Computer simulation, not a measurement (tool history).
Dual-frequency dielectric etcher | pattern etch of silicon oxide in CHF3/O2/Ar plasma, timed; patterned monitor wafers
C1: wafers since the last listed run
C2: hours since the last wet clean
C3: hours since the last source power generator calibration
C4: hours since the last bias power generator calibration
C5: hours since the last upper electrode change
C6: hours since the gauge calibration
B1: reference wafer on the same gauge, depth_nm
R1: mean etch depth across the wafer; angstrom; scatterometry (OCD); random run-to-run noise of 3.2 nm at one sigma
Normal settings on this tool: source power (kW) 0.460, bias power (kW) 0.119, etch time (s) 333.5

Run 1, hour 0.0: usual settings; C1 0; C2 111.8; C3 2091.2; C4 2875.2; C5 5896.0; C6 416.1; B1 556.4. Result: R1 5230 angstrom.
At hour 1.1: gauge calibrated.
Run 2, hour 27.9: usual settings; C1 105; C2 139.7; C3 2119.1; C4 2903.1; C5 5923.9; C6 26.8; B1 554.3. Result: R1 5292 angstrom.
Run 3, hour 52.7: usual settings; C1 94; C2 164.5; C3 2143.9; C4 2927.9; C5 5948.7; C6 51.6; B1 553.9. Result: R1 5271 angstrom.
Run 4, hour 95.5: usual settings; C1 162; C2 207.3; C3 2186.7; C4 2970.7; C5 5991.5; C6 94.4; B1 555.2. Result: R1 5292 angstrom.
Run 5, hour 154.0: usual settings; C1 221; C2 265.8; C3 2245.2; C4 3029.2; C5 6050.0; C6 152.9; B1 553.5. Result: R1 5282 angstrom.
Run 6, hour 189.4: usual settings; C1 134; C2 301.2; C3 2280.6; C4 3064.6; C5 6085.4; C6 188.3; B1 556.6. Result: R1 5308 angstrom.
Run 7, hour 217.5: usual settings; C1 106; C2 329.3; C3 2308.7; C4 3092.7; C5 6113.5; C6 216.4; B1 555.8. Result: R1 5332 angstrom.
At hour 234.6: source power generator calibrated.
Run 8, hour 268.5: usual settings; C1 178; C2 380.3; C3 33.9; C4 3143.7; C5 6164.5; C6 267.4; B1 553.9. Result: R1 5387 angstrom.
Run 9, hour 295.1: usual settings but source power (kW) 0.350; C1 100; C2 406.9; C3 60.5; C4 3170.3; C5 6191.1; C6 294.0; B1 554.2. Result: R1 4884 angstrom.
Run 10, hour 331.2: usual settings but source power (kW) 0.380, bias power (kW) 0.100, etch time (s) 413.0; C1 136; C2 443.0; C3 96.6; C4 3206.4; C5 6227.2; C6 330.1; B1 555.3. Result: R1 6025 angstrom.
At hour 364.9: gauge calibrated.
Run 11, hour 369.6: usual settings but source power (kW) 0.500, bias power (kW) 0.097, etch time (s) 377.0; C1 145; C2 481.4; C3 135.0; C4 3244.8; C5 6265.6; C6 4.7; B1 554.0. Result: R1 6008 angstrom.
Run 12, hour 401.8: usual settings but source power (kW) 0.380, bias power (kW) 0.140, etch time (s) 360.0; C1 122; C2 513.6; C3 167.2; C4 3277.0; C5 6297.8; C6 36.9; B1 553.1. Result: R1 5708 angstrom.
At hour 411.9: bias power generator calibrated.
At hour 440.0: wet clean of the chamber.
Run 13, hour 440.5: usual settings but source power (kW) 0.560; C1 40; C2 0.5; C3 205.9; C4 28.6; C5 6336.5; C6 75.6; B1 552.6. Result: R1 5603 angstrom.
Run 14, hour 473.9: usual settings; C1 126; C2 33.9; C3 239.3; C4 62.0; C5 6369.9; C6 109.0; B1 555.0. Result: R1 5271 angstrom.
At hour 508.1: upper electrode replaced.
Run 15, hour 622.5: usual settings but etch time (s) 407.0; C1 472; C2 182.5; C3 387.9; C4 210.6; C5 114.4; C6 257.6; B1 554.4. Result: R1 6534 angstrom.
Run 16, hour 694.2: usual settings; C1 272; C2 254.2; C3 459.6; C4 282.3; C5 186.1; C6 329.3; B1 553.2. Result: R1 5331 angstrom.

For each run, what was the tool's unlogged condition?
source power that arrives over what is set, %: 0, the same for each run
bias power that arrives over what is set, %: 0, the same for each run
gauge reads high (%): 0, the same for each run
H1: etch rate over this chamber's usual, %
run     H1
  1  0.087
  2  0.357
  3  0.596
  4   1.01
  5   1.58
  6   1.92
  7   2.19
  8   2.68
  9   2.94
 10   3.29
 11   3.66
 12   3.97
 13  0.232
 14  0.555
 15   1.99
 16   2.68
